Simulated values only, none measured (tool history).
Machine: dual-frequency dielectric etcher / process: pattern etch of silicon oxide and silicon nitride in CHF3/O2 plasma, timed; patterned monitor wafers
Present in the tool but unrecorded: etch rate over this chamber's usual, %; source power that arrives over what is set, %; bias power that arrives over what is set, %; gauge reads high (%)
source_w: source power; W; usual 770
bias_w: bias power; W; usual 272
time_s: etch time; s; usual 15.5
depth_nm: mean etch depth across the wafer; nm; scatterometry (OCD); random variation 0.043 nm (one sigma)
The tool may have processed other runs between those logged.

run   hour  source_w  bias_w  time_s  wafers since the last listed run  hours since the last wet clean  hours since the last source power generator calibration  hours since the last bias power generator calibration  hours since the last upper electrode change  hours since the gauge calibration  read-back reference wafer on the same gauge, depth_nm  depth_nm
  1    0.0       770     272    15.5                                 0                           339.3                                                   2093.8                                                 1589.9                                       1892.6                              221.9                                                  26.29     28.16
  2   12.5       770     272    15.5                               234                           351.8                                                   2106.3                                                 1602.4                                       1905.1                              234.4                                                  26.31     28.19
  3   40.9       770     272    15.5                               531                           380.2                                                   2134.7                                                 1630.8                                       1933.5                              262.8                                                  26.30     28.07
  4   72.5       770     272    15.5                               591                           411.8                                                   2166.3                                                 1662.4                                       1965.1                              294.4                                                  26.29     28.19
  5   95.2       770     272    15.5                               425                           434.5                                                   2189.0                                                 1685.1                                       1987.8                              317.1                                                  26.29     28.08
  6  107.7       770     272    15.5                               234                           447.0                                                   2201.5                                                 1697.6                                       2000.3                              329.6                                                  26.29     28.16
  7  137.1       770     272    15.5                               550                           476.4                                                   2230.9                                                 1727.0                                       2029.7                              359.0                                                  26.29     28.03
     207.9  -- source power generator calibrated
     233.1  -- bias power generator calibrated
     240.0  -- wet clean of the chamber
  8  240.5       770     272    13.0                              1657                             0.5                                                     32.6                                                    7.4                                       2133.1                              462.4                                                  26.30     24.09
  9  247.9       770     272    13.0                               138                             7.9                                                     40.0                                                   14.8                                       2140.5                              469.8                                                  26.31     24.09
 10  283.5       890     272    14.0                               666                            43.5                                                     75.6                                                   50.4                                       2176.1                              505.4                                                  26.29     27.06
 11  313.0       910     241    18.0                               552                            73.0                                                    105.1                                                   79.9                                       2205.6                              534.9                                                  26.29     34.19
 12  334.3       860     207    15.5                               398                            94.3                                                    126.4                                                  101.2                                       2226.9                              556.2                                                  26.30     28.12
     342.6  -- gauge calibrated
     379.1  -- upper electrode replaced
 13  379.6       770     272    15.5                               398                           139.6                                                    171.7                                                  146.5                                          0.5                               37.0                                                  26.30     28.54
 14  385.9       700     272    15.5                               117                           145.9                                                    178.0                                                  152.8                                          6.8                               43.3                                                  26.29     27.68
 15  407.0       660     217    19.5                               395                           167.0                                                    199.1                                                  173.9                                         27.9                               64.4                                                  26.29     32.78
 16  437.6       770     272    13.0                               573                           197.6                                                    229.7                                                  204.5                                         58.5                               95.0                                                  26.29     23.90
 17  460.0       650     226    18.5                               419                           220.0                                                    252.1                                                  226.9                                         80.9                              117.4                                                  26.30     31.13

Predict the results of run 18:
 18  475.4       770     233    19.0                               288                           235.4                                                    267.5                                                  242.3                                         96.3                              132.8                                                      ?         ?

{"run 18": {"read-back reference wafer on the same gauge, depth_nm": 26.31, "depth_nm": 33.73}}
Were there no unlogged condition in the tool, this run, its random variation unchanged, would have produced depth_nm 34.12 nm.
